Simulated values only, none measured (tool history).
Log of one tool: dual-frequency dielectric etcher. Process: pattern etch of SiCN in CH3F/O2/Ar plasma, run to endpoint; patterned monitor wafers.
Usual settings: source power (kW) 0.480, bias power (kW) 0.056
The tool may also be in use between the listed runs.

run	hour	source power (kW)	bias power (kW)	wafers since the last listed run	hours since the last wet clean	hours since the last source power generator calibration	hours since the last bias power generator calibration	hours since the last upper electrode change	incoming incoming film thickness, nm	endpoint time (s)
1	0.0	0.480	0.056	0	300.0	4144.8	1563.5	2367.5	11.89	32.7
2	30.0	0.480	0.056	610	330.0	4174.8	1593.5	2397.5	12.04	33.0
3	47.8	0.480	0.056	362	347.8	4192.6	1611.3	2415.3	11.87	33.2
4	60.1	0.430	0.050	250	360.1	4204.9	1623.6	2427.6	11.94	36.4
5	74.6	0.390	0.060	294	374.6	4219.4	1638.1	2442.1	11.88	34.7
6	103.3	0.440	0.052	583	403.3	4248.1	1666.8	2470.8	11.77	34.9
7	120.7	0.420	0.056	353	420.7	4265.5	1684.2	2488.2	11.96	35.1
8	134.9	0.480	0.056	288	434.9	4279.7	1698.4	2502.4	11.86	32.4
9	158.4	0.570	0.056	477	458.4	4303.2	1721.9	2525.9	11.98	31.4
10	175.5	0.520	0.056	347	475.5	4320.3	1739.0	2543.0	11.89	31.8
# hour 180.2: source power generator calibrated
11	192.8	0.520	0.056	270	492.8	12.6	1756.3	2560.3	11.86	32.4
12	217.2	0.520	0.056	496	517.2	37.0	1780.7	2584.7	11.94	31.8
13	231.7	0.480	0.053	294	531.7	51.5	1795.2	2599.2	12.01	34.2
14	251.3	0.370	0.056	398	551.3	71.1	1814.8	2618.8	11.88	36.2
15	276.2	0.430	0.063	506	576.2	96.0	1839.7	2643.7	11.94	32.8
16	296.9	0.480	0.056	420	596.9	116.7	1860.4	2664.4	11.88	32.6
17	320.3	0.520	0.064	475	620.3	140.1	1883.8	2687.8	11.92	30.0
# hour 336.7: bias power generator calibrated
# hour 354.3: upper electrode replaced
18	354.8	0.410	0.050	262	654.8	174.6	18.1	0.5	11.98	36.7
19	368.1	0.420	0.050	270	668.1	187.9	31.4	13.8	11.91	36.1
# hour 399.1: wet clean of the chamber
20	399.6	0.420	0.051	152	0.5	219.4	62.9	45.3	11.84	36.4
21	404.7	0.580	0.056	103	5.6	224.5	68.0	50.4	11.94	31.2
22	416.9	0.590	0.051	248	17.8	236.7	80.2	62.6	12.00	32.2
23	438.9	0.480	0.056	447	39.8	258.7	102.2	84.6	11.73	32.5
24	453.6	0.410	0.063	298	54.5	273.4	116.9	99.3	11.77	32.2
25	468.6	0.480	0.056	305	69.5	288.4	131.9	114.3	11.81	33.0
26	485.7	0.370	0.061	347	86.6	305.5	149.0	131.4	11.84	34.7
27	504.7	0.540	0.064	386	105.6	324.5	168.0	150.4	11.88	29.8

How the hidden state differs across the entries between the runs, from the last listed run before each to the first after it:
Between runs 10 and 11: source power generator calibrated (hour 180.2)
  no hidden state differs between the two runs
Between runs 17 and 18: bias power generator calibrated (hour 336.7); upper electrode replaced (hour 354.3)
  no hidden state differs between the two runs
Between runs 19 and 20: wet clean of the chamber (hour 399.1)
  no hidden state differs between the two runs

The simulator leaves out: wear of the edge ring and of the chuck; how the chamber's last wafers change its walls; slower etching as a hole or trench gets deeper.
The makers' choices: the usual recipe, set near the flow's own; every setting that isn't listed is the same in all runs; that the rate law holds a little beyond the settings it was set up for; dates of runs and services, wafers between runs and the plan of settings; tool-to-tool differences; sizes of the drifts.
